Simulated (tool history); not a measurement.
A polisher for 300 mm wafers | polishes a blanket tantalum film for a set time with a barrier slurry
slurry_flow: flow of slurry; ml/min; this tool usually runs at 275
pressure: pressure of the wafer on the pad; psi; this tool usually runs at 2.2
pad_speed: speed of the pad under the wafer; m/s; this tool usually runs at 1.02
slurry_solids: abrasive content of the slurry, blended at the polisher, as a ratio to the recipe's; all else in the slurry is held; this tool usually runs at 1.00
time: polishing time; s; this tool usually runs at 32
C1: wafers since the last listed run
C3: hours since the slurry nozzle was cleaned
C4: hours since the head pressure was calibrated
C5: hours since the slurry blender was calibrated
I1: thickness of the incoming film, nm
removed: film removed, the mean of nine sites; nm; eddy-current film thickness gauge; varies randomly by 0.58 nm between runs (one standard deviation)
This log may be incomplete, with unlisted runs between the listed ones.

run 1 hour=0.0 | slurry_flow=275 pressure=2.2 pad_speed=1.02 slurry_solids=1.00 time=32 | C1=0 wafers_polished_on_this_pad=1377 C3=34.5 C4=884.2 C5=358.7 | I1=315.7 | removed=54.8
run 2 hour=36.8 | slurry_flow=275 pressure=2.4 pad_speed=1.02 slurry_solids=1.00 time=32 | C1=285 wafers_polished_on_this_pad=1662 C3=71.3 C4=921.0 C5=395.5 | I1=322.6 | removed=58.6
-- hour=57.5 slurry blender recalibrated
run 3 hour=89.9 | slurry_flow=275 pressure=2.4 pad_speed=1.02 slurry_solids=1.00 time=32 | C1=396 wafers_polished_on_this_pad=2058 C3=124.4 C4=974.1 C5=32.4 | I1=320.6 | removed=56.8
run 4 hour=114.7 | slurry_flow=275 pressure=2.4 pad_speed=1.02 slurry_solids=1.00 time=32 | C1=192 wafers_polished_on_this_pad=2250 C3=149.2 C4=998.9 C5=57.2 | I1=319.0 | removed=56.6
-- hour=122.1 head pressure recalibrated
run 5 hour=172.9 | slurry_flow=275 pressure=2.2 pad_speed=1.02 slurry_solids=1.00 time=32 | C1=435 wafers_polished_on_this_pad=2686 C3=207.4 C4=50.8 C5=115.4 | I1=322.7 | removed=51.9
run 6 hour=234.3 | slurry_flow=275 pressure=2.2 pad_speed=1.02 slurry_solids=0.95 time=32 | C1=475 wafers_polished_on_this_pad=3162 C3=268.8 C4=112.2 C5=176.8 | I1=319.1 | removed=51.2
run 7 hour=283.8 | slurry_flow=275 pressure=2.2 pad_speed=1.02 slurry_solids=0.95 time=32 | C1=383 wafers_polished_on_this_pad=3546 C3=318.3 C4=161.7 C5=226.3 | I1=325.3 | removed=49.4
-- hour=289.5 worn pad replaced by a new one
run 8 hour=319.6 | slurry_flow=275 pressure=2.2 pad_speed=1.02 slurry_solids=1.00 time=32 | C1=246 wafers_polished_on_this_pad=233 C3=354.1 C4=197.5 C5=262.1 | I1=322.8 | removed=50.2
run 9 hour=488.7 | slurry_flow=275 pressure=1.8 pad_speed=1.02 slurry_solids=1.10 time=36 | C1=1310 wafers_polished_on_this_pad=1544 C3=523.2 C4=366.6 C5=431.2 | I1=323.8 | removed=49.3
-- hour=524.9 slurry blender recalibrated
run 10 hour=536.5 | slurry_flow=275 pressure=2.8 pad_speed=1.16 slurry_solids=0.85 time=32 | C1=355 wafers_polished_on_this_pad=1899 C3=571.0 C4=414.4 C5=11.6 | I1=323.2 | removed=62.9
run 11 hour=581.0 | slurry_flow=245 pressure=1.9 pad_speed=1.12 slurry_solids=1.30 time=32 | C1=344 wafers_polished_on_this_pad=2244 C3=615.5 C4=458.9 C5=56.1 | I1=320.0 | removed=51.3
run 12 hour=626.0 | slurry_flow=275 pressure=2.2 pad_speed=1.02 slurry_solids=1.00 time=40 | C1=348 wafers_polished_on_this_pad=2593 C3=660.5 C4=503.9 C5=101.1 | I1=318.5 | removed=62.7
run 13 hour=684.3 | slurry_flow=365 pressure=2.2 pad_speed=1.20 slurry_solids=1.00 time=37 | C1=451 wafers_polished_on_this_pad=3045 C3=718.8 C4=562.2 C5=159.4 | I1=313.5 | removed=67.4
run 14 hour=725.2 | slurry_flow=225 pressure=2.2 pad_speed=1.02 slurry_solids=1.00 time=32 | C1=317 wafers_polished_on_this_pad=3362 C3=759.7 C4=603.1 C5=200.3 | I1=321.0 | removed=49.3
-- hour=745.8 worn pad replaced by a new one
run 15 hour=782.2 | slurry_flow=250 pressure=2.2 pad_speed=1.02 slurry_solids=1.00 time=32 | C1=410 wafers_polished_on_this_pad=281 C3=816.7 C4=660.1 C5=257.3 | I1=322.0 | removed=49.0
-- hour=783.9 slurry nozzle cleaned
run 16 hour=847.5 | slurry_flow=275 pressure=2.2 pad_speed=1.02 slurry_solids=1.00 time=32 | C1=498 wafers_polished_on_this_pad=780 C3=63.6 C4=725.4 C5=322.6 | I1=323.3 | removed=53.6
run 17 hour=887.3 | slurry_flow=275 pressure=2.2 pad_speed=1.02 slurry_solids=1.00 time=32 | C1=308 wafers_polished_on_this_pad=1088 C3=103.4 C4=765.2 C5=362.4 | I1=319.5 | removed=53.8
run 18 hour=931.1 | slurry_flow=275 pressure=2.2 pad_speed=1.02 slurry_solids=1.00 time=32 | C1=339 wafers_polished_on_this_pad=1428 C3=147.2 C4=809.0 C5=406.2 | I1=322.9 | removed=52.6
-- hour=942.0 slurry blender recalibrated
run 19 hour=966.0 | slurry_flow=275 pressure=2.2 pad_speed=0.80 slurry_solids=1.00 time=32 | C1=255 wafers_polished_on_this_pad=1683 C3=182.1 C4=843.9 C5=24.0 | I1=321.2 | removed=45.9
run 20 hour=990.2 | slurry_flow=275 pressure=2.2 pad_speed=0.72 slurry_solids=1.15 time=32 | C1=187 wafers_polished_on_this_pad=1870 C3=206.3 C4=868.1 C5=48.2 | I1=320.8 | removed=46.9
run 21 hour=1029.5 | slurry_flow=215 pressure=2.2 pad_speed=1.02 slurry_solids=1.00 time=21 | C1=304 wafers_polished_on_this_pad=2175 C3=245.6 C4=907.4 C5=87.5 | I1=319.8 | removed=34.2
run 22 hour=1100.4 | slurry_flow=275 pressure=2.2 pad_speed=1.02 slurry_solids=1.00 time=21 | C1=549 wafers_polished_on_this_pad=2725 C3=316.5 C4=978.3 C5=158.4 | I1=316.3 | removed=35.4
run 23 hour=1145.5 | slurry_flow=205 pressure=2.6 pad_speed=1.02 slurry_solids=0.80 time=41 | C1=349 wafers_polished_on_this_pad=3074 C3=361.6 C4=1023.4 C5=203.5 | I1=321.9 | removed=67.7
run 24 hour=1172.2 | slurry_flow=190 pressure=3.0 pad_speed=0.68 slurry_solids=1.10 time=32 | C1=206 wafers_polished_on_this_pad=3281 C3=388.3 C4=1050.1 C5=230.2 | I1=325.1 | removed=54.1
-- hour=1207.2 head pressure recalibrated
run 25 hour=1243.7 | slurry_flow=275 pressure=1.4 pad_speed=1.02 slurry_solids=0.90 time=32 | C1=538 wafers_polished_on_this_pad=3820 C3=459.8 C4=36.5 C5=301.7 | I1=326.0 | removed=33.5
-- hour=1261.2 worn pad replaced by a new one
run 26 hour=1310.4 | slurry_flow=275 pressure=2.2 pad_speed=1.02 slurry_solids=1.00 time=32 | C1=486 wafers_polished_on_this_pad=381 C3=526.5 C4=103.2 C5=368.4 | I1=318.2 | removed=49.5
run 27 hour=1342.0 | slurry_flow=275 pressure=2.5 pad_speed=0.66 slurry_solids=1.00 time=32 | C1=244 wafers_polished_on_this_pad=626 C3=558.1 C4=134.8 C5=400.0 | I1=316.4 | removed=44.5
-- hour=1378.4 slurry blender recalibrated
run 28 hour=1409.0 | slurry_flow=235 pressure=2.2 pad_speed=0.66 slurry_solids=0.75 time=32 | C1=503 wafers_polished_on_this_pad=1130 C3=625.1 C4=201.8 C5=30.6 | I1=316.2 | removed=34.2
run 29 hour=1470.5 | slurry_flow=275 pressure=2.2 pad_speed=1.02 slurry_solids=1.20 time=22 | C1=476 wafers_polished_on_this_pad=1607 C3=686.6 C4=263.3 C5=92.1 | I1=326.8 | removed=36.9
-- hour=1496.9 slurry nozzle cleaned
run 30 hour=1538.5 | slurry_flow=335 pressure=2.2 pad_speed=0.72 slurry_solids=1.00 time=32 | C1=519 wafers_polished_on_this_pad=2126 C3=41.6 C4=331.3 C5=160.1 | I1=322.6 | removed=44.0

Measured minus without-hidden-state, run by run (identical run-to-run variation in each term; gauge scatter may differ):
Unlogged tool condition in this case: removal rate lost through wear of the pad, %; slurry flow missing at the pad, %; deviation of the head's pressure from its setpoint, %; abrasive missing from the slurry, %.
run=1 removed=+0.9
run=2 removed=+0.8
run=3 removed=+0.5
run=4 removed=+0.4
run=5 removed=-2.1
run=6 removed=-2.4
run=7 removed=-2.6
run=8 removed=-2.7
run=9 removed=-3.1
run=10 removed=-3.9
run=11 removed=-3.7
run=12 removed=-3.9
run=13 removed=-3.0
run=14 removed=-3.7
run=15 removed=-3.2
run=16 removed=+0.5
run=17 removed=+0.3
run=18 removed=+0.2
run=19 removed=+0.1
run=20 removed=+0.0
run=21 removed=-0.3
run=22 removed=+0.0
run=23 removed=-0.9
run=24 removed=-1.0
run=25 removed=-2.0
run=26 removed=-3.2
run=27 removed=-2.9
run=28 removed=-2.6
run=29 removed=-2.5
run=30 removed=-0.4
